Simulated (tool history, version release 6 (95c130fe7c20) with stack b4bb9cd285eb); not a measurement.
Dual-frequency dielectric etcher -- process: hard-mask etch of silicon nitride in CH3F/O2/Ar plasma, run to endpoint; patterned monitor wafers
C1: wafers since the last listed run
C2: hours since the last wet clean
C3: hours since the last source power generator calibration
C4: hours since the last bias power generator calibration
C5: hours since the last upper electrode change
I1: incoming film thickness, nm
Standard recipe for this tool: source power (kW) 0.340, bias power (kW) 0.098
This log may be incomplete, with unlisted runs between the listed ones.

Run 1, hour 0.0: usual settings; C1 0; C2 420.8; C3 4912.9; C4 1713.6; C5 2673.5; I1 37.26. Result: endpoint time (s) 51.3.
Run 2, hour 69.2: usual settings; C1 870; C2 490.0; C3 4982.1; C4 1782.8; C5 2742.7; I1 36.95. Result: endpoint time (s) 51.0.
At hour 91.5: source power generator calibrated.
At hour 98.4: wet clean of the chamber.
Run 3, hour 119.7: usual settings; C1 498; C2 21.3; C3 28.2; C4 1833.3; C5 2793.2; I1 37.32. Result: endpoint time (s) 51.5.
Run 4, hour 161.6: usual settings; C1 527; C2 63.2; C3 70.1; C4 1875.2; C5 2835.1; I1 37.44. Result: endpoint time (s) 51.4.
Run 5, hour 224.0: usual settings; C1 785; C2 125.6; C3 132.5; C4 1937.6; C5 2897.5; I1 37.19. Result: endpoint time (s) 50.9.
At hour 253.6: bias power generator calibrated.
Run 6, hour 256.3: usual settings; C1 356; C2 157.9; C3 164.8; C4 2.7; C5 2929.8; I1 37.25. Result: endpoint time (s) 50.6.
Run 7, hour 309.8: usual settings; C1 673; C2 211.4; C3 218.3; C4 56.2; C5 2983.3; I1 37.21. Result: endpoint time (s) 50.4.
Run 8, hour 363.1: usual settings; C1 670; C2 264.7; C3 271.6; C4 109.5; C5 3036.6; I1 37.10. Result: endpoint time (s) 50.3.
Run 9, hour 415.1: usual settings but bias power (kW) 0.081; C1 654; C2 316.7; C3 323.6; C4 161.5; C5 3088.6; I1 36.79. Result: endpoint time (s) 53.8.
Run 10, hour 474.4: usual settings but bias power (kW) 0.081; C1 746; C2 376.0; C3 382.9; C4 220.8; C5 3147.9; I1 37.06. Result: endpoint time (s) 54.3.
Run 11, hour 506.8: usual settings but bias power (kW) 0.083; C1 407; C2 408.4; C3 415.3; C4 253.2; C5 3180.3; I1 37.13. Result: endpoint time (s) 53.4.
Run 12, hour 569.7: usual settings but bias power (kW) 0.083; C1 791; C2 471.3; C3 478.2; C4 316.1; C5 3243.2; I1 37.26. Result: endpoint time (s) 53.5.
At hour 632.3: wet clean of the chamber.
Run 13, hour 636.1: usual settings but source power (kW) 0.260, bias power (kW) 0.077; C1 533; C2 3.8; C3 544.6; C4 382.5; C5 3309.6; I1 36.87. Result: endpoint time (s) 65.8.
Run 14, hour 688.6: usual settings but source power (kW) 0.300, bias power (kW) 0.091; C1 660; C2 56.3; C3 597.1; C4 435.0; C5 3362.1; I1 36.87. Result: endpoint time (s) 55.9.
Run 15, hour 723.5: usual settings but source power (kW) 0.280, bias power (kW) 0.082; C1 439; C2 91.2; C3 632.0; C4 469.9; C5 3397.0; I1 36.99. Result: endpoint time (s) 60.6.
Run 16, hour 748.9: usual settings; C1 319; C2 116.6; C3 657.4; C4 495.3; C5 3422.4; I1 37.14. Result: endpoint time (s) 50.8.
At hour 775.6: upper electrode replaced.
Run 17, hour 798.4: usual settings but bias power (kW) 0.090; C1 320; C2 166.1; C3 706.9; C4 544.8; C5 22.8; I1 36.97. Result: endpoint time (s) 51.6.
Run 18, hour 836.5: usual settings; C1 479; C2 204.2; C3 745.0; C4 582.9; C5 60.9; I1 37.31. Result: endpoint time (s) 50.4.
Run 19, hour 869.7: usual settings; C1 417; C2 237.4; C3 778.2; C4 616.1; C5 94.1; I1 37.01. Result: endpoint time (s) 50.0.
Run 20, hour 921.3: usual settings but source power (kW) 0.370; C1 649; C2 289.0; C3 829.8; C4 667.7; C5 145.7; I1 36.59. Result: endpoint time (s) 47.1.
Run 21, hour 952.4: usual settings but source power (kW) 0.290, bias power (kW) 0.080; C1 391; C2 320.1; C3 860.9; C4 698.8; C5 176.8; I1 37.13. Result: endpoint time (s) 60.1.
Run 22, hour 1007.1: usual settings but source power (kW) 0.370, bias power (kW) 0.091; C1 688; C2 374.8; C3 915.6; C4 753.5; C5 231.5; I1 37.04. Result: endpoint time (s) 49.2.
Run 23, hour 1032.3: usual settings; C1 317; C2 400.0; C3 940.8; C4 778.7; C5 256.7; I1 37.26. Result: endpoint time (s) 51.0.
Run 24, hour 1077.7: usual settings; C1 571; C2 445.4; C3 986.2; C4 824.1; C5 302.1; I1 37.43. Result: endpoint time (s) 51.2.
Run 25, hour 1130.3: usual settings; C1 662; C2 498.0; C3 1038.8; C4 876.7; C5 354.7; I1 37.31. Result: endpoint time (s) 50.8.
Run 26, hour 1186.1: usual settings; C1 702; C2 553.8; C3 1094.6; C4 932.5; C5 410.5; I1 36.93. Result: endpoint time (s) 50.4.
Run 27, hour 1213.5: usual settings but bias power (kW) 0.079; C1 344; C2 581.2; C3 1122.0; C4 959.9; C5 437.9; I1 36.96. Result: endpoint time (s) 54.1.
At hour 1239.2: wet clean of the chamber.
Run 28, hour 1256.7: usual settings; C1 241; C2 17.5; C3 1165.2; C4 1003.1; C5 481.1; I1 36.96. Result: endpoint time (s) 50.4.
Run 29, hour 1301.6: usual settings but source power (kW) 0.390, bias power (kW) 0.089; C1 565; C2 62.4; C3 1210.1; C4 1048.0; C5 526.0; I1 36.80. Result: endpoint time (s) 48.1.
Run 30, hour 1335.9: usual settings but source power (kW) 0.310, bias power (kW) 0.117; C1 431; C2 96.7; C3 1244.4; C4 1082.3; C5 560.3; I1 36.84. Result: endpoint time (s) 49.5.
Run 31, hour 1378.2: usual settings but source power (kW) 0.370, bias power (kW) 0.089; C1 532; C2 139.0; C3 1286.7; C4 1124.6; C5 602.6; I1 37.07. Result: endpoint time (s) 50.0.
Run 32, hour 1432.0: usual settings but source power (kW) 0.310, bias power (kW) 0.115; C1 677; C2 192.8; C3 1340.5; C4 1178.4; C5 656.4; I1 37.23. Result: endpoint time (s) 50.4.
Run 33, hour 1464.9: usual settings; C1 414; C2 225.7; C3 1373.4; C4 1211.3; C5 689.3; I1 37.42. Result: endpoint time (s) 51.5.
Run 34, hour 1500.1: usual settings but source power (kW) 0.270, bias power (kW) 0.109; C1 443; C2 260.9; C3 1408.6; C4 1246.5; C5 724.5; I1 37.48. Result: endpoint time (s) 56.8.
Run 35, hour 1566.2: usual settings but source power (kW) 0.410, bias power (kW) 0.081; C1 831; C2 327.0; C3 1474.7; C4 1312.6; C5 790.6; I1 37.34. Result: endpoint time (s) 49.2.
Run 36, hour 1606.3: usual settings; C1 504; C2 367.1; C3 1514.8; C4 1352.7; C5 830.7; I1 37.24. Result: endpoint time (s) 51.1.

What if the next run were any one of these 3? Each begins from the tool's condition after run 36:
Run A, hour 1606.7: usual settings but bias power (kW) 0.084; C1 5; C2 367.5; C3 1515.2; C4 1353.1; C5 831.1; I1 37.03. Result: endpoint time (s) ?.
Run B, hour 1606.7: usual settings but source power (kW) 0.370, bias power (kW) 0.080; C1 5; C2 367.5; C3 1515.2; C4 1353.1; C5 831.1; I1 37.03. Result: endpoint time (s) ?.
Run C, hour 1606.7: usual settings but source power (kW) 0.300, bias power (kW) 0.088; C1 5; C2 367.5; C3 1515.2; C4 1353.1; C5 831.1; I1 37.03. Result: endpoint time (s) ?.

run  endpoint time (s)
  A               54.1
  B               52.4
  C               57.4
Without the tool's hidden state the same runs would have given:
run  endpoint time (s)
  A               53.6
  B               51.9
  C               56.9
